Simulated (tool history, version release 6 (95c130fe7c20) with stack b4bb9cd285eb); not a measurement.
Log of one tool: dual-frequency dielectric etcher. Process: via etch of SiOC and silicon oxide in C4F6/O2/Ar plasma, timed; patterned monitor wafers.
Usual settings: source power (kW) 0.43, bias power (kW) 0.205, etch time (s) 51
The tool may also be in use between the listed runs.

| run | hour | source power (kW) | bias power (kW) | etch time (s) | read-back reference wafer on the same gauge, depth_nm | mean etch depth across the wafer (Å) |
|---|---|---|---|---|---|---|
| 1 | 0 | 0.43 | 0.205 | 51 | 61.5 | 606 |
| 2 | 68.6 | 0.43 | 0.205 | 39 | 61.5 | 468 |
|  | 110.7 | wet clean of the chamber |
| 3 | 127.1 | 0.43 | 0.205 | 39 | 61.5 | 448 |
| 4 | 168 | 0.47 | 0.205 | 51 | 61.5 | 618 |
|  | 193.9 | bias power generator calibrated |
| 5 | 219.3 | 0.47 | 0.205 | 51 | 61.5 | 618 |
|  | 282.6 | source power generator calibrated |
|  | 300.4 | upper electrode replaced |
| 6 | 300.9 | 0.47 | 0.205 | 51 | 61.5 | 633 |
| 7 | 320.6 | 0.34 | 0.205 | 51 | 61.5 | 517 |
| 8 | 357.3 | 0.33 | 0.161 | 47 | 61.5 | 423 |
| 9 | 426.2 | 0.43 | 0.205 | 51 | 61.5 | 612 |
| 10 | 493 | 0.52 | 0.227 | 61 | 61.5 | 851 |
| 11 | 536.7 | 0.48 | 0.205 | 51 | 61.5 | 655 |
|  | 569.8 | wet clean of the chamber |
| 12 | 576.6 | 0.49 | 0.205 | 63 | 61.4 | 772 |
| 13 | 612.3 | 0.43 | 0.205 | 51 | 61.5 | 586 |
| 14 | 662.5 | 0.39 | 0.205 | 51 | 61.4 | 548 |
| 15 | 816 | 0.43 | 0.256 | 51 | 61.5 | 651 |
| 16 | 847 | 0.47 | 0.205 | 51 | 61.5 | 632 |
| 17 | 873.9 | 0.43 | 0.219 | 51 | 61.4 | 613 |
| 18 | 904.7 | 0.38 | 0.177 | 51 | 61.5 | 523 |
|  | 981.9 | wet clean of the chamber |
| 19 | 1062 | 0.43 | 0.205 | 51 | 61.6 | 586 |
|  | 1068.8 | gauge calibrated |
| 20 | 1092.4 | 0.51 | 0.205 | 51 | 61.4 | 650 |
| 21 | 1118 | 0.36 | 0.205 | 51 | 61.4 | 528 |
| 22 | 1160.3 | 0.43 | 0.205 | 51 | 61.4 | 590 |
| 23 | 1220.1 | 0.43 | 0.157 | 51 | 61.5 | 540 |
| 24 | 1261.2 | 0.35 | 0.184 | 46 | 61.5 | 456 |
|  | 1437.4 | wet clean of the chamber |
| 25 | 1468.8 | 0.43 | 0.205 | 42.5 | 61.5 | 492 |
| 26 | 1533 | 0.43 | 0.205 | 51 | 61.6 | 597 |
| 27 | 1579.5 | 0.5 | 0.182 | 46.5 | 61.5 | 565 |
| 28 | 1642.4 | 0.43 | 0.162 | 44 | 61.4 | 476 |
| 29 | 1686.7 | 0.43 | 0.205 | 51 | 61.5 | 607 |

Forecast each of these 5 alternatives for the next run:
| A | 1687.1 | 0.43 | 0.205 | 44 | ? | ? |
| B | 1687.1 | 0.48 | 0.224 | 63.5 | ? | ? |
| C | 1687.1 | 0.4 | 0.226 | 55.5 | ? | ? |
| D | 1687.1 | 0.43 | 0.205 | 42 | ? | ? |
| E | 1687.1 | 0.43 | 0.158 | 51 | ? | ? |

| run | read-back reference wafer on the same gauge, depth_nm | mean etch depth across the wafer (Å) |
|---|---|---|
| A | 61.4 | 521 |
| B | 61.4 | 830 |
| C | 61.4 | 654 |
| D | 61.4 | 497 |
| E | 61.4 | 544 |
Without the tool's hidden state the same runs would have given:
| run | mean etch depth across the wafer (Å) |
|---|---|
| A | 503 |
| B | 800 |
| C | 631 |
| D | 480 |
| E | 525 |
